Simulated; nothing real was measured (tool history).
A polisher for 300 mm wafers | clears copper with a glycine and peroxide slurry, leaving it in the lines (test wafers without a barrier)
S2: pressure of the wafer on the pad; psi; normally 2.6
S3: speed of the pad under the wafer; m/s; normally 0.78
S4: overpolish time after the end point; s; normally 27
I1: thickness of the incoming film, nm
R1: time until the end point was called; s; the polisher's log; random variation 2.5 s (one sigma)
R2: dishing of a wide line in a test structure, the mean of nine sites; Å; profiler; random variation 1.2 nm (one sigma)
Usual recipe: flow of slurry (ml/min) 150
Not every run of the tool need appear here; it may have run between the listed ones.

Run 1, hour 0.0: usual settings; I1 536.0. Result: R1 147.5 s, R2 486 Å.
Run 2, hour 17.6: usual settings; I1 536.1. Result: R1 147.7 s, R2 475 Å.
Run 3, hour 29.4: usual settings; I1 533.2. Result: R1 145.1 s, R2 488 Å.
Run 4, hour 45.7: usual settings; I1 539.9. Result: R1 144.2 s, R2 468 Å.
Run 5, hour 58.9: usual settings; I1 541.5. Result: R1 144.4 s, R2 475 Å.
Run 6, hour 72.9: usual settings; I1 534.2. Result: R1 145.7 s, R2 464 Å.
Run 7, hour 84.2: usual settings but S2 3.1 psi, S4 21 s; I1 549.1. Result: R1 132.3 s, R2 449 Å.
Run 8, hour 107.4: usual settings but S2 3.1 psi, S4 21 s; I1 535.0. Result: R1 133.6 s, R2 435 Å.
Run 9, hour 120.4: usual settings but S3 0.98 m/s; I1 538.4. Result: R1 123.9 s, R2 545 Å.
Run 10, hour 138.1: usual settings; I1 530.2. Result: R1 144.7 s, R2 518 Å.
Run 11, hour 149.9: usual settings; I1 549.7. Result: R1 150.3 s, R2 474 Å.
Run 12, hour 166.9: usual settings; I1 535.6. Result: R1 140.9 s, R2 493 Å.
Run 13, hour 181.8: usual settings but flow of slurry (ml/min) 165; I1 532.4. Result: R1 141.0 s, R2 495 Å.
Run 14, hour 195.3: usual settings but flow of slurry (ml/min) 165; I1 541.1. Result: R1 144.6 s, R2 495 Å.
Run 15, hour 201.7: usual settings; I1 543.0. Result: R1 141.9 s, R2 490 Å.
Run 16, hour 219.1: usual settings but S2 2.1 psi; I1 542.1. Result: R1 166.6 s, R2 454 Å.
Run 17, hour 227.3: usual settings; I1 536.4. Result: R1 150.7 s, R2 475 Å.
Run 18, hour 235.5: usual settings; I1 543.2. Result: R1 145.4 s, R2 458 Å.
Run 19, hour 242.9: usual settings but S4 39 s; I1 534.0. Result: R1 150.9 s, R2 567 Å.
Run 20, hour 251.0: usual settings; I1 534.9. Result: R1 143.9 s, R2 485 Å.
Run 21, hour 264.0: usual settings; I1 548.9. Result: R1 147.4 s, R2 480 Å.
Run 22, hour 271.7: usual settings but S3 0.66 m/s; I1 542.6. Result: R1 165.8 s, R2 485 Å.
Run 23, hour 283.9: usual settings but flow of slurry (ml/min) 125, S2 1.8 psi, S3 1.02 m/s, S4 23 s; I1 538.1. Result: R1 153.4 s, R2 439 Å.
Run 24, hour 294.5: usual settings but flow of slurry (ml/min) 100, S3 0.98 m/s; I1 542.2. Result: R1 137.3 s, R2 494 Å.
Run 25, hour 307.5: usual settings but S2 3.3 psi, S3 0.96 m/s; I1 542.9. Result: R1 110.2 s, R2 549 Å.
Run 26, hour 321.8: usual settings but S2 1.8 psi, S3 0.56 m/s, S4 40 s; I1 540.2. Result: R1 216.3 s, R2 513 Å.
Run 27, hour 334.8: usual settings but S2 3.2 psi, S3 0.52 m/s; I1 531.3. Result: R1 168.8 s, R2 465 Å.
Run 28, hour 350.6: usual settings but S3 0.70 m/s; I1 533.6. Result: R1 157.7 s, R2 462 Å.
Run 29, hour 367.5: usual settings but flow of slurry (ml/min) 195, S2 2.0 psi, S3 0.66 m/s, S4 19 s; I1 540.3. Result: R1 171.0 s, R2 348 Å.

Not shown: 3 entries that the log had between the listed runs. Between which runs, and how does the tool's hidden state differ before and after?
Between runs 12 and 13: worn pad replaced by a new one (hour 171.4)
  no difference in the tool's unlogged condition between these two runs
Between runs 13 and 14: slurry nozzle cleaned (hour 191.1)
  no difference in the tool's unlogged condition between these two runs
Between runs 14 and 15: head pressure recalibrated (hour 199.1)
  no difference in the tool's unlogged condition between these two runs
